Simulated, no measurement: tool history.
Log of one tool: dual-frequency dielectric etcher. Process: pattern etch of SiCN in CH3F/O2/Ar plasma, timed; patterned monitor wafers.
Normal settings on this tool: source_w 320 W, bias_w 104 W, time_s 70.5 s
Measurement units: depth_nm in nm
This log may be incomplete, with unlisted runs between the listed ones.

run	hour	source_w	bias_w	time_s	wafers since the last listed run	hours since the last wet clean	hours since the last source power generator calibration	hours since the last bias power generator calibration	hours since the last upper electrode change	hours since the gauge calibration	read-back reference wafer on the same gauge, depth_nm	depth_nm
1	0	340	104	70.5	0	153.4	608.5	1942.4	3075.7	877.8	34	29.07
2	26.1	340	104	70.5	353	179.5	634.6	1968.5	3101.8	903.9	33.98	29.14
3	67.1	340	104	70.5	556	220.5	675.6	2009.5	3142.8	944.9	34	29.07
# hour 157.2: wet clean of the chamber
4	157.7	320	104	70.5	903	0.5	766.2	2100.1	3233.4	1035.5	33.98	28.6
5	177	320	104	70.5	261	19.8	785.5	2119.4	3252.7	1054.8	34.01	28.45
6	244.9	320	104	70.5	920	87.7	853.4	2187.3	3320.6	1122.7	33.99	28.37
7	276.7	320	104	70.5	431	119.5	885.2	2219.1	3352.4	1154.5	34.01	28.46
8	337.2	320	104	70.5	820	180	945.7	2279.6	3412.9	1215	34	28.39
9	408.6	320	104	70.5	968	251.4	1017.1	2351	3484.3	1286.4	34	28.52
# hour 438.5: upper electrode replaced
10	449.4	320	104	70.5	227	292.2	1057.9	2391.8	10.9	1327.2	34.02	28.69
11	505	320	104	70.5	754	347.8	1113.5	2447.4	66.5	1382.8	34.01	28.55
# hour 535.2: wet clean of the chamber
12	549.9	320	104	70.5	283	14.7	1158.4	2492.3	111.4	1427.7	33.99	28.41
# hour 551.7: gauge calibrated
13	609.5	320	104	70.5	808	74.3	1218	2551.9	171	57.8	33.99	28.62
14	677.1	250	104	70.5	916	141.9	1285.6	2619.5	238.6	125.4	34	26.59
15	723.6	320	117	82	630	188.4	1332.1	2666	285.1	171.9	33.98	35.03
# hour 767.6: bias power generator calibrated
16	790	340	104	70.5	846	254.8	1398.5	22.4	351.5	238.3	33.98	29.92
# hour 843.4: wet clean of the chamber
17	854.2	370	104	70.5	545	10.8	1462.7	86.6	415.7	302.5	33.99	30.74
18	907.4	320	112	70.5	721	64	1515.9	139.8	468.9	355.7	33.99	30.23
19	935.1	380	94	82.5	375	91.7	1543.6	167.5	496.6	383.4	34	34.66
20	999.5	320	104	70.5	873	156.1	1608	231.9	561	447.8	34.01	29.2

Forecast run 21:
# hour 1012.6: source power generator calibrated
21	1024.6	270	104	55.5	286	181.2	12	257	586.1	472.9	?	?

{"run 21": {"read-back reference wafer on the same gauge, depth_nm": 33.99, "depth_nm": 21.6}}
Take away the tool's hidden state, keep the run-to-run variation as it was, and the same run would have given depth_nm 21.62 nm.
